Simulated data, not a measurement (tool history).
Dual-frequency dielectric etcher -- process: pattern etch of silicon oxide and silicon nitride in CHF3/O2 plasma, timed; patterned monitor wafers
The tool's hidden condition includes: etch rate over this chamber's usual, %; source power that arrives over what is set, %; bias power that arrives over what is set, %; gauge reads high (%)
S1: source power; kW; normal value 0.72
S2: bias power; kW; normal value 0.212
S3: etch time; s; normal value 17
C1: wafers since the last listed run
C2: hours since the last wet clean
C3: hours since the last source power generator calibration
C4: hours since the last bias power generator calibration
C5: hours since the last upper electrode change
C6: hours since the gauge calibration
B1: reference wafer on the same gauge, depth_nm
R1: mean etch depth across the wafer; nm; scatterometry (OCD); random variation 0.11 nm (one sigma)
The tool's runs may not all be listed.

run,day,S1,S2,S3,C1,C2,C3,C4,C5,C6,B1,R1
1,0,0.76,0.212,17,0,0.5,3925.9,4797.1,2132.5,274.1,29.83,31.77
2,0.012,0.76,0.212,17,5,0.8,3926.2,4797.4,2132.8,274.4,29.75,31.57
3,0.35,0.72,0.212,17,151,8.9,3934.3,4805.5,2140.9,282.5,29.83,30.88
# day 0.779: gauge calibrated
4,0.954,0.72,0.212,17,272,23.4,3948.8,4820,2155.4,4.2,29.82,31
5,1.604,0.72,0.212,17,292,39,3964.4,4835.6,2171,19.8,29.81,31.09
6,2.038,0.72,0.212,17,195,49.4,3974.8,4846,2181.4,30.2,29.82,31.24
7,2.508,0.72,0.212,17,212,60.7,3986.1,4857.3,2192.7,41.5,29.77,31.28
8,3.154,0.72,0.212,17,290,76.2,4001.6,4872.8,2208.2,57,29.81,31.46
9,3.529,0.72,0.212,17,168,85.2,4010.6,4881.8,2217.2,66,29.78,31.06
# day 3.817: source power generator calibrated
10,4.071,0.82,0.176,17,168,98.2,6.1,4894.8,2230.2,79,29.78,30.51
11,4.667,0.65,0.212,12.5,268,112.5,20.4,4909.1,2244.5,93.3,29.78,22.18
12,5.308,0.78,0.212,17,288,127.9,35.8,4924.5,2259.9,108.7,29.78,32.34
13,5.579,0.72,0.212,17,121,134.4,42.3,4931,2266.4,115.2,29.86,31.12
# day 7.092: upper electrode replaced, of another model than before
14,7.112,0.72,0.212,17,240,171.2,79.1,4967.8,0.5,152,29.8,31.55
15,7.129,0.82,0.212,22,7,171.6,79.5,4968.2,0.9,152.4,29.81,42.27
16,7.142,0.72,0.251,17,5,171.9,79.8,4968.5,1.2,152.7,29.76,32.83
17,7.417,0.72,0.212,17,123,178.5,86.4,4975.1,7.8,159.3,29.75,31.56
# day 8.104: bias power generator calibrated
18,8.125,0.64,0.212,17,243,195.5,103.4,0.5,24.8,176.3,29.81,30.19
19,8.379,0.55,0.237,19,114,201.6,109.5,6.6,30.9,182.4,29.76,33.31
20,8.829,0.56,0.17,19,202,212.4,120.3,17.4,41.7,193.2,29.82,31.26
21,9.133,0.72,0.212,17,136,219.7,127.6,24.7,49,200.5,29.8,31.73
22,9.462,0.72,0.226,17,148,227.6,135.5,32.6,56.9,208.4,29.8,32.22
23,10.054,0.72,0.228,17,266,241.8,149.7,46.8,71.1,222.6,29.85,32.44
24,10.338,0.55,0.232,22,127,248.6,156.5,53.6,77.9,229.4,29.79,38.41
25,10.95,0.8,0.185,20.5,275,263.3,171.2,68.3,92.6,244.1,29.81,38.52
26,11.583,0.72,0.212,17,285,278.5,186.4,83.5,107.8,259.3,29.76,32
27,12.154,0.88,0.237,15.5,257,292.2,200.1,97.2,121.5,273,29.75,31.9
28,12.575,0.72,0.212,17,189,302.3,210.2,107.3,131.6,283.1,29.8,32.06
29,12.975,0.88,0.212,17,180,311.9,219.8,116.9,141.2,292.7,29.8,34.15

5 options for the next run, each taken on its own from the tool as it stands now. Forecast them:
A,12.992,0.72,0.166,17,7,312.3,220.2,117.3,141.6,293.1,?,?
B,12.992,0.58,0.255,14,7,312.3,220.2,117.3,141.6,293.1,?,?
C,12.992,0.77,0.243,21,7,312.3,220.2,117.3,141.6,293.1,?,?
D,12.992,0.72,0.18,17,7,312.3,220.2,117.3,141.6,293.1,?,?
E,12.992,0.8,0.212,22,7,312.3,220.2,117.3,141.6,293.1,?,?

run,B1,R1
A,29.82,30.49
B,29.82,25.77
C,29.82,41.8
D,29.82,30.99
E,29.82,42.99
Take away the tool's hidden state, keep each run's random variation, and the runs would have read:
run,R1
A,29.52
B,24.95
C,40.47
D,30.01
E,41.62
